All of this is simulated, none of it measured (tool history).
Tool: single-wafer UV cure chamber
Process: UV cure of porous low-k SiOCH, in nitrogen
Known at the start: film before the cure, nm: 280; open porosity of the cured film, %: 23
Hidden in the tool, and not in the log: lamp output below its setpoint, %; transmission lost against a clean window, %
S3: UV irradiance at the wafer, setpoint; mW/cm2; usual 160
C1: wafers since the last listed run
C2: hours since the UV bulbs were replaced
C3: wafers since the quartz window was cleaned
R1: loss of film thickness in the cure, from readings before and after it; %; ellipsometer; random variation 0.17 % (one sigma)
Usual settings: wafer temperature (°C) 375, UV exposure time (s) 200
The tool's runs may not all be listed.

Run 1, hour 0.0: usual settings; C1 0; C2 840.5; C3 2158. Result: R1 13.411 %.
Run 2, hour 78.3: usual settings; C1 514; C2 918.8; C3 2673. Result: R1 13.293 %.
Run 3, hour 166.3: usual settings; C1 578; C2 1006.8; C3 3251. Result: R1 13.348 %.
Run 4, hour 228.6: usual settings; C1 409; C2 1069.1; C3 3661. Result: R1 13.321 %.
At hour 259.4: quartz window cleaned.
Run 5, hour 331.8: usual settings; C1 625; C2 1172.3; C3 475. Result: R1 13.190 %.
Run 6, hour 422.9: usual settings; C1 598; C2 1263.4; C3 1074. Result: R1 12.946 %.
Run 7, hour 471.0: usual settings; C1 316; C2 1311.5; C3 1390. Result: R1 12.880 %.
Run 8, hour 539.9: usual settings; C1 452; C2 1380.4; C3 1843. Result: R1 12.653 %.
At hour 608.1: UV bulbs replaced.
Run 9, hour 635.9: usual settings but wafer temperature (°C) 383, UV exposure time (s) 115; C1 578; C2 27.8; C3 2421. Result: R1 11.258 %.

Run 10 comes next. What will it give?
Run 10, hour 739.2: usual settings but wafer temperature (°C) 360, UV exposure time (s) 255; C1 678; C2 131.1; C3 3100. Result: R1 ?.

R1: 14.652 %
Without the tool's hidden state the same run would have given R1 14.850 %.
